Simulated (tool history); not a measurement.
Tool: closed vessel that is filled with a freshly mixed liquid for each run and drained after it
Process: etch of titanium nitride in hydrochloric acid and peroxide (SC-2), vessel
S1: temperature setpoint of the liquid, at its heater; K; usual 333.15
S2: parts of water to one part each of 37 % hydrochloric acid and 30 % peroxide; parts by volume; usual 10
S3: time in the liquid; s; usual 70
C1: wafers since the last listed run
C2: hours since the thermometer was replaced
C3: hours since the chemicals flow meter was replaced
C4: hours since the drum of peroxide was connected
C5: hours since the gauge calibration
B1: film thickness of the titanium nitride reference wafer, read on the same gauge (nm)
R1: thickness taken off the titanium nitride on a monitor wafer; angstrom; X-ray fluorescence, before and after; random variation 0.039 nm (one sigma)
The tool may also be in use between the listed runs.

| run | hour | S1 | S2 | S3 | C1 | C2 | C3 | C4 | C5 | B1 | R1 |
|---|---|---|---|---|---|---|---|---|---|---|---|
| 1 | 0 | 333.15 | 8.5 | 70 | 0 | 974.4 | 296.3 | 313.9 | 1359.5 | 140.046 | 42.56 |
|  | 8.6 | gauge calibrated |
| 2 | 60 | 333.15 | 10 | 70 | 8764 | 1034.4 | 356.3 | 373.9 | 51.4 | 140.042 | 37.27 |
| 3 | 110.1 | 333.15 | 10 | 70 | 7318 | 1084.5 | 406.4 | 424 | 101.5 | 140.021 | 36.69 |
| 4 | 196.5 | 333.15 | 10 | 70 | 12621 | 1170.9 | 492.8 | 510.4 | 187.9 | 139.974 | 36.28 |
| 5 | 242.2 | 333.15 | 10 | 70 | 6675 | 1216.6 | 538.5 | 556.1 | 233.6 | 139.981 | 35.73 |
|  | 280 | thermometer replaced |
| 6 | 346.5 | 333.15 | 10 | 70 | 15090 | 66.5 | 642.8 | 660.4 | 337.9 | 140.027 | 39.37 |
| 7 | 429.8 | 333.15 | 10 | 70 | 12168 | 149.8 | 726.1 | 743.7 | 421.2 | 140.024 | 38.89 |
| 8 | 508.3 | 333.15 | 10 | 70 | 11467 | 228.3 | 804.6 | 822.2 | 499.7 | 139.98 | 38.91 |
| 9 | 585.1 | 333.15 | 10 | 70 | 11219 | 305.1 | 881.4 | 899 | 576.5 | 140.021 | 37.3 |
|  | 595.3 | chemicals flow meter replaced |
| 10 | 693 | 333.15 | 10 | 70 | 15616 | 413 | 97.7 | 1006.9 | 684.4 | 140.025 | 40.42 |
| 11 | 760.6 | 333.15 | 10 | 70 | 9875 | 480.6 | 165.3 | 1074.5 | 752 | 139.952 | 39.58 |
|  | 808.8 | new drum of peroxide connected |
| 12 | 835.1 | 333.15 | 10 | 70 | 10737 | 555.1 | 239.8 | 26.3 | 826.5 | 139.987 | 39.06 |
| 13 | 1003.8 | 333.15 | 10 | 70 | 24644 | 723.8 | 408.5 | 195 | 995.2 | 139.995 | 37.89 |
| 14 | 1109.6 | 333.15 | 10 | 70 | 15455 | 829.6 | 514.3 | 300.8 | 1101 | 140.016 | 37.69 |
|  | 1133.8 | gauge calibrated |
| 15 | 1206.9 | 333.15 | 10 | 70 | 14213 | 926.9 | 611.6 | 398.1 | 73.1 | 140.007 | 36.78 |
| 16 | 1247 | 333.15 | 13.5 | 100 | 5857 | 967 | 651.7 | 438.2 | 113.2 | 140.015 | 40.24 |
| 17 | 1285.6 | 326.15 | 5.5 | 40 | 5638 | 1005.6 | 690.3 | 476.8 | 151.8 | 139.969 | 21.21 |
| 18 | 1373 | 336.15 | 6 | 50 | 12767 | 1093 | 777.7 | 564.2 | 239.2 | 139.991 | 47.46 |
|  | 1442.2 | chemicals flow meter replaced |
| 19 | 1452.4 | 333.15 | 7 | 50 | 11452 | 1172.4 | 10.2 | 643.6 | 318.6 | 139.962 | 36.01 |
|  | 1489.5 | thermometer replaced |
| 20 | 1494 | 340.65 | 14 | 70 | 5930 | 4.5 | 51.8 | 685.2 | 360.2 | 139.999 | 49.37 |
| 21 | 1575.4 | 324.65 | 10 | 70 | 11891 | 85.9 | 133.2 | 766.6 | 441.6 | 140.004 | 23.54 |
| 22 | 1675.1 | 335.65 | 6 | 70 | 14564 | 185.6 | 232.9 | 866.3 | 541.3 | 139.948 | 72.65 |
| 23 | 1760.3 | 333.15 | 10 | 70 | 12446 | 270.8 | 318.1 | 951.5 | 626.5 | 140.022 | 40.54 |
|  | 1961.6 | new drum of peroxide connected |
| 24 | 2044.5 | 342.65 | 7.5 | 70 | 41370 | 555 | 602.3 | 82.9 | 910.7 | 140.002 | 86.43 |
| 25 | 2110.1 | 333.15 | 10 | 70 | 9582 | 620.6 | 667.9 | 148.5 | 976.3 | 139.96 | 38.33 |
| 26 | 2203.4 | 341.15 | 14.5 | 55 | 13629 | 713.9 | 761.2 | 241.8 | 1069.6 | 140.036 | 34.43 |
|  | 2220.1 | chemicals flow meter replaced |
| 27 | 2305.8 | 342.65 | 7 | 60 | 14812 | 816.3 | 85.7 | 344.2 | 1172 | 139.992 | 80.51 |
| 28 | 2358.1 | 338.15 | 10 | 70 | 7640 | 868.6 | 138 | 396.5 | 1224.3 | 140.011 | 53.08 |
| 29 | 2445.7 | 333.15 | 10 | 70 | 12796 | 956.2 | 225.6 | 484.1 | 1311.9 | 139.986 | 38.48 |

4 ways to go on from here, each from the tool as it stands after run 29. What would each give?
| A | 2446.4 | 333.15 | 7.5 | 70 | 102 | 956.9 | 226.3 | 484.8 | 1312.6 | ? | ? |
| B | 2446.4 | 341.65 | 5 | 90 | 102 | 956.9 | 226.3 | 484.8 | 1312.6 | ? | ? |
| C | 2446.4 | 327.15 | 10 | 110 | 102 | 956.9 | 226.3 | 484.8 | 1312.6 | ? | ? |
| D | 2446.4 | 333.15 | 5.5 | 70 | 102 | 956.9 | 226.3 | 484.8 | 1312.6 | ? | ? |

| run | B1 | R1 |
|---|---|---|
| A | 139.973 | 47.59 |
| B | 139.973 | 140.58 |
| C | 139.973 | 40.18 |
| D | 139.973 | 60.38 |
Without the tool's hidden state the same runs would have given:
| run | R1 |
|---|---|
| A | 53.13 |
| B | 155.93 |
| C | 45.05 |
| D | 67.3 |
